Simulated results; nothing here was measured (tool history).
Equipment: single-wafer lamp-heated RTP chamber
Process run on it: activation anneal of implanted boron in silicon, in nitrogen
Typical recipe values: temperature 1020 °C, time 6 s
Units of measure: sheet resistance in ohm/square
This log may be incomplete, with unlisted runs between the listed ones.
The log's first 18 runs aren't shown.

run    hour  temperature  time  wafers since the last listed run  wafers since the last pyrometer calibration  wafers since the reflector plate was cleaned  hours since the gauge calibration  read-back reference wafer on the same gauge, sheet resistance  sheet resistance
 19  1666.1         1031     4                               666                                         6512                                          4703                              816.1                                                         488.89            441.28
 20  1735.0         1012     3                               675                                         7188                                          5379                              885.0                                                         488.93            445.99
     1799.5  -- pyrometer window cleaned and pyrometer calibrated
 21  1826.9         1020     6                               822                                          269                                          6202                              976.9                                                         489.04            442.62
 22  1879.3         1020     3                               513                                          783                                          6716                             1029.3                                                         489.07            445.06
 23  1944.7         1042     6                               641                                         1424                                          7357                             1094.7                                                         489.18            441.67
     2054.0  -- reflector plate cleaned
 24  2054.5         1020     8                               998                                         2422                                             5                             1204.5                                                         489.49            441.96
 25  2145.2         1035     4                               889                                         3312                                           894                             1295.2                                                         489.69            441.21
 26  2232.6         1020     6                               857                                         4169                                          1751                             1382.6                                                         489.78            442.91
 27  2301.0         1038     3                               670                                         4840                                          2422                             1451.0                                                         489.96            442.60
 28  2347.3         1044     6                               454                                         5294                                          2876                             1497.3                                                         490.11            441.10
 29  2389.7         1020     6                               415                                         5710                                          3292                             1539.7                                                         490.13            442.93
 30  2449.2          999     6                               583                                         6293                                          3876                             1599.2                                                         490.37            449.44
 31  2552.1          991     3                              1009                                         7303                                          4885                             1702.1                                                         490.60            457.63
     2580.3  -- pyrometer window cleaned and pyrometer calibrated
 32  2630.5         1035     9                               690                                          492                                          5575                             1780.5                                                         490.83            442.11
 33  2685.3          992     4                               537                                         1030                                          6113                             1835.3                                                         491.05            456.34
 34  2785.0          996     9                               977                                         2008                                          7091                             1935.0                                                         491.37            450.68
     2839.5  -- reflector plate cleaned
 35  2871.8         1020     6                               772                                         2780                                           316                             2021.8                                                         491.51            444.12

Alternative continuations, all from the tool just after run 35; predict every row:
  A  2872.2          992     6                                 3                                         2784                                           320                             2022.2                                                              ?                 ?
  B  2872.2          998     8                                 3                                         2784                                           320                             2022.2                                                              ?                 ?
  C  2872.2         1001     6                                 3                                         2784                                           320                             2022.2                                                              ?                 ?
  D  2872.2         1029     6                                 3                                         2784                                           320                             2022.2                                                              ?                 ?
  E  2872.2         1036     5                                 3                                         2784                                           320                             2022.2                                                              ?                 ?

run  read-back reference wafer on the same gauge, sheet resistance  sheet resistance
  A                                                         491.74            455.62
  B                                                         491.74            450.91
  C                                                         491.74            450.75
  D                                                         491.74            444.36
  E                                                         491.74            444.09
With the hidden condition removed and each run's random variation left untouched, the same runs would have given:
run  sheet resistance
  A            452.26
  B            447.59
  C            447.42
  D            441.09
  E            440.81
